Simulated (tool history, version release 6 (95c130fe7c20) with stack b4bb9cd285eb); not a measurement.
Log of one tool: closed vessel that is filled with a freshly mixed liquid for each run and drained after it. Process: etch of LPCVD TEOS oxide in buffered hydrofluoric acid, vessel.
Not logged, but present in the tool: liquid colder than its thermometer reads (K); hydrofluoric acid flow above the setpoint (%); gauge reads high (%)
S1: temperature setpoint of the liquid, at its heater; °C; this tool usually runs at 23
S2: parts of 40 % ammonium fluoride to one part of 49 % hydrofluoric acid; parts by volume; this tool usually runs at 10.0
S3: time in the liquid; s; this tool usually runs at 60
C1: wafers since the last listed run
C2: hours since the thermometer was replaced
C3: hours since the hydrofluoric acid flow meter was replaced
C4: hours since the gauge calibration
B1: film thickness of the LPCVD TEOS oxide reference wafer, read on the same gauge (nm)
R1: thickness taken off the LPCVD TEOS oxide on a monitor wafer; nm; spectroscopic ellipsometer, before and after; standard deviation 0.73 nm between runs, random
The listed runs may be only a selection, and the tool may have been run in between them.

run,day,S1,S2,S3,C1,C2,C3,C4,B1,R1
1,0.000,23,8.0,60,0,2444.6,1093.6,129.6,150.00,129.07
2,4.442,23,8.0,60,8517,2551.2,1200.2,236.2,149.98,130.45
3,6.200,23,8.0,60,3371,2593.4,1242.4,278.4,149.99,131.06
4,7.892,23,11.5,60,3243,2634.0,1283.0,319.0,149.97,93.29
5,11.188,23,11.5,60,6320,2713.1,1362.1,398.1,150.00,94.61
6,12.875,23,10.0,60,3235,2753.6,1402.6,438.6,149.98,107.77
7,14.588,23,10.0,60,3283,2794.7,1443.7,479.7,150.03,106.01
8,17.521,23,10.0,60,5625,2865.1,1514.1,550.1,149.99,108.13
9,20.196,23,10.0,60,5129,2929.3,1578.3,614.3,149.99,107.92
10,21.812,23,10.0,60,3100,2968.1,1617.1,653.1,150.01,107.39
# day 23.867: thermometer replaced
11,23.888,23,10.0,60,3899,0.5,1666.9,702.9,149.99,108.34
# day 27.233: gauge calibrated
12,30.192,23,11.0,60,12089,151.8,1818.2,71.0,150.01,97.21

Run 13 is up next; what results do you expect?
13,31.942,23,10.0,60,3355,193.8,1860.2,113.0,?,?

Run 13 yielded B1 149.99, R1 109.64 nm.
With no hidden state in the tool, this same run would have given R1 109.64 nm.
